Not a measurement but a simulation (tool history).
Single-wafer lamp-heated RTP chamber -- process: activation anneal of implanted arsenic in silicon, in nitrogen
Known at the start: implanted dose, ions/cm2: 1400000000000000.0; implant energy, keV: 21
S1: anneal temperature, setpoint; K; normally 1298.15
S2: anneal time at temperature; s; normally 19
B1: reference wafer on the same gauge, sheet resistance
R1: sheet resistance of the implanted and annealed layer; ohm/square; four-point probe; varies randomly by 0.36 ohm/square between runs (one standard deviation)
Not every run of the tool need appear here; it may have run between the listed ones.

run 1 hour=0.0 | S1=1316.15 S2=19 | B1=126.98 | R1=99.68
run 2 hour=12.6 | S1=1316.15 S2=19 | B1=127.04 | R1=100.23
run 3 hour=23.4 | S1=1298.15 S2=19 | B1=127.03 | R1=105.00
-- hour=25.5 gauge calibrated
run 4 hour=33.1 | S1=1298.15 S2=19 | B1=126.96 | R1=105.01
run 5 hour=46.8 | S1=1298.15 S2=19 | B1=127.04 | R1=104.95
run 6 hour=62.0 | S1=1298.15 S2=19 | B1=126.95 | R1=104.81
run 7 hour=75.2 | S1=1298.15 S2=19 | B1=127.02 | R1=104.39
run 8 hour=89.7 | S1=1298.15 S2=19 | B1=126.97 | R1=103.56
run 9 hour=112.8 | S1=1298.15 S2=19 | B1=127.02 | R1=103.89
run 10 hour=120.5 | S1=1298.15 S2=22 | B1=126.98 | R1=101.62
run 11 hour=137.0 | S1=1298.15 S2=25 | B1=127.02 | R1=100.19
-- hour=148.7 pyrometer window cleaned and pyrometer calibrated
run 12 hour=149.2 | S1=1298.15 S2=25 | B1=126.95 | R1=103.77
-- hour=161.3 reflector plate cleaned
run 13 hour=161.8 | S1=1298.15 S2=25 | B1=126.94 | R1=104.04
run 14 hour=164.0 | S1=1298.15 S2=19 | B1=126.91 | R1=107.61
run 15 hour=180.5 | S1=1314.15 S2=12 | B1=126.94 | R1=108.11
run 16 hour=193.5 | S1=1271.15 S2=25 | B1=127.08 | R1=113.85
run 17 hour=210.8 | S1=1271.15 S2=19 | B1=127.02 | R1=117.16
run 18 hour=225.9 | S1=1298.15 S2=22 | B1=126.97 | R1=105.89
run 19 hour=242.2 | S1=1281.15 S2=29 | B1=127.04 | R1=107.11
run 20 hour=258.1 | S1=1308.15 S2=12 | B1=127.03 | R1=109.89
-- hour=280.3 gauge calibrated
run 21 hour=301.3 | S1=1272.15 S2=8 | B1=126.98 | R1=127.40
run 22 hour=318.8 | S1=1282.15 S2=27 | B1=126.96 | R1=108.11
run 23 hour=336.2 | S1=1314.15 S2=12 | B1=126.99 | R1=107.68
run 24 hour=350.1 | S1=1298.15 S2=19 | B1=126.96 | R1=106.33
run 25 hour=357.3 | S1=1284.15 S2=11 | B1=126.96 | R1=118.64
run 26 hour=365.5 | S1=1298.15 S2=14 | B1=126.94 | R1=110.04
run 27 hour=373.1 | S1=1277.15 S2=19 | B1=127.04 | R1=113.35

Selected run-to-run steps in R1, each split into two signed amounts: the part the tool would show with no hidden state at all (from settings, incoming material and random variation), and the remainder, which goes to the hidden state together with any gauge scatter not common to the measured and the hidden-state-free results:
The tool's hidden condition here consists of: true wafer temperature minus pyrometer reading, K; wafer temperature error from the tarnished reflector plate, K; gauge reads high (%).
Run 8 -> 9: no setting changed, nothing entered. R1 +0.33 ohm/square: hidden state -0.41, all else +0.74.
Run 11 -> 12: pyrometer window cleaned and pyrometer calibrated. R1 +3.58 ohm/square: hidden state +4.24, all else -0.66.
Run 20 -> 21: S1 1308.15 -> 1272.15, S2 12 -> 8, gauge calibrated. R1 +17.51 ohm/square: hidden state -0.41, all else +17.92.
Run 21 -> 22: S1 1272.15 -> 1282.15, S2 8 -> 27. R1 -19.29 ohm/square: hidden state -0.14, all else -19.15.
